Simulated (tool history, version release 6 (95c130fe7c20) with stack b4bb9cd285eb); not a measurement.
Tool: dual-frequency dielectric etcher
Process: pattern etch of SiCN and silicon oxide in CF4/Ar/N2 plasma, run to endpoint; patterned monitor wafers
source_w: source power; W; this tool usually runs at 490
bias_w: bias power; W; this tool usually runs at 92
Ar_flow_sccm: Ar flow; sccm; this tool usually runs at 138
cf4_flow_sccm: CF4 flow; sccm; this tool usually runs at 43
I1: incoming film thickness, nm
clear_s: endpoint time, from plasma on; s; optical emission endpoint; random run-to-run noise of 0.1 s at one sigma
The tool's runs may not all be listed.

run 1 hour=0.0 | source_w=490 bias_w=92 Ar_flow_sccm=138 cf4_flow_sccm=43 | I1=11.00 | clear_s=11.6
run 2 hour=103.8 | source_w=490 bias_w=92 Ar_flow_sccm=138 cf4_flow_sccm=43 | I1=11.09 | clear_s=11.4
run 3 hour=142.2 | source_w=490 bias_w=74 Ar_flow_sccm=138 cf4_flow_sccm=43 | I1=10.92 | clear_s=12.9
-- hour=173.9 CF4 flow controller replaced
run 4 hour=210.3 | source_w=490 bias_w=92 Ar_flow_sccm=131 cf4_flow_sccm=43 | I1=11.00 | clear_s=11.3
-- hour=229.8 source power generator calibrated
run 5 hour=277.1 | source_w=490 bias_w=92 Ar_flow_sccm=131 cf4_flow_sccm=43 | I1=10.94 | clear_s=11.1
-- hour=301.7 Ar flow controller replaced
run 6 hour=334.8 | source_w=490 bias_w=92 Ar_flow_sccm=122 cf4_flow_sccm=43 | I1=11.04 | clear_s=11.1
run 7 hour=369.3 | source_w=490 bias_w=100 Ar_flow_sccm=138 cf4_flow_sccm=43 | I1=10.97 | clear_s=10.6
-- hour=405.1 upper electrode replaced
run 8 hour=405.6 | source_w=380 bias_w=92 Ar_flow_sccm=138 cf4_flow_sccm=43 | I1=10.89 | clear_s=13.4
run 9 hour=446.4 | source_w=490 bias_w=92 Ar_flow_sccm=114 cf4_flow_sccm=43 | I1=10.89 | clear_s=10.7
run 10 hour=507.8 | source_w=450 bias_w=79 Ar_flow_sccm=118 cf4_flow_sccm=49 | I1=10.95 | clear_s=12.0
-- hour=559.9 wet clean of the chamber
run 11 hour=560.4 | source_w=490 bias_w=92 Ar_flow_sccm=138 cf4_flow_sccm=43 | I1=10.94 | clear_s=11.5
run 12 hour=608.5 | source_w=490 bias_w=92 Ar_flow_sccm=138 cf4_flow_sccm=40 | I1=11.10 | clear_s=12.1
-- hour=625.2 bias power generator calibrated
run 13 hour=644.2 | source_w=490 bias_w=92 Ar_flow_sccm=162 cf4_flow_sccm=40 | I1=10.98 | clear_s=12.3
run 14 hour=710.6 | source_w=490 bias_w=92 Ar_flow_sccm=138 cf4_flow_sccm=39 | I1=11.00 | clear_s=11.8
run 15 hour=767.0 | source_w=390 bias_w=92 Ar_flow_sccm=124 cf4_flow_sccm=37 | I1=11.10 | clear_s=13.8
run 16 hour=807.6 | source_w=490 bias_w=92 Ar_flow_sccm=138 cf4_flow_sccm=33 | I1=11.13 | clear_s=12.3
run 17 hour=871.5 | source_w=490 bias_w=92 Ar_flow_sccm=131 cf4_flow_sccm=43 | I1=10.95 | clear_s=11.2
run 18 hour=1006.7 | source_w=490 bias_w=92 Ar_flow_sccm=138 cf4_flow_sccm=43 | I1=10.99 | clear_s=11.3
run 19 hour=1078.5 | source_w=490 bias_w=92 Ar_flow_sccm=138 cf4_flow_sccm=43 | I1=11.02 | clear_s=11.4
run 20 hour=1109.6 | source_w=490 bias_w=92 Ar_flow_sccm=114 cf4_flow_sccm=49 | I1=10.92 | clear_s=10.4
-- hour=1161.0 wet clean of the chamber
run 21 hour=1167.6 | source_w=490 bias_w=92 Ar_flow_sccm=138 cf4_flow_sccm=43 | I1=10.98 | clear_s=11.6
run 22 hour=1200.2 | source_w=590 bias_w=75 Ar_flow_sccm=138 cf4_flow_sccm=48 | I1=11.03 | clear_s=11.0
run 23 hour=1269.3 | source_w=490 bias_w=83 Ar_flow_sccm=118 cf4_flow_sccm=43 | I1=10.95 | clear_s=11.7
run 24 hour=1325.4 | source_w=490 bias_w=92 Ar_flow_sccm=162 cf4_flow_sccm=40 | I1=11.03 | clear_s=11.9
run 25 hour=1357.3 | source_w=490 bias_w=92 Ar_flow_sccm=138 cf4_flow_sccm=43 | I1=10.96 | clear_s=11.4

Predict each of these 3 candidate next runs independently; none follows another, all start after run 25:
run A hour=1357.7 | source_w=490 bias_w=92 Ar_flow_sccm=138 cf4_flow_sccm=52 | I1=11.06 | clear_s=?
run B hour=1357.7 | source_w=490 bias_w=82 Ar_flow_sccm=117 cf4_flow_sccm=53 | I1=11.06 | clear_s=?
run C hour=1357.7 | source_w=490 bias_w=92 Ar_flow_sccm=128 cf4_flow_sccm=43 | I1=11.06 | clear_s=?

run=A clear_s=11.1
run=B clear_s=11.3
run=C clear_s=11.3
What these runs would have given with no unlogged condition in the tool:
run=A clear_s=11.4
run=B clear_s=11.6
run=C clear_s=11.6
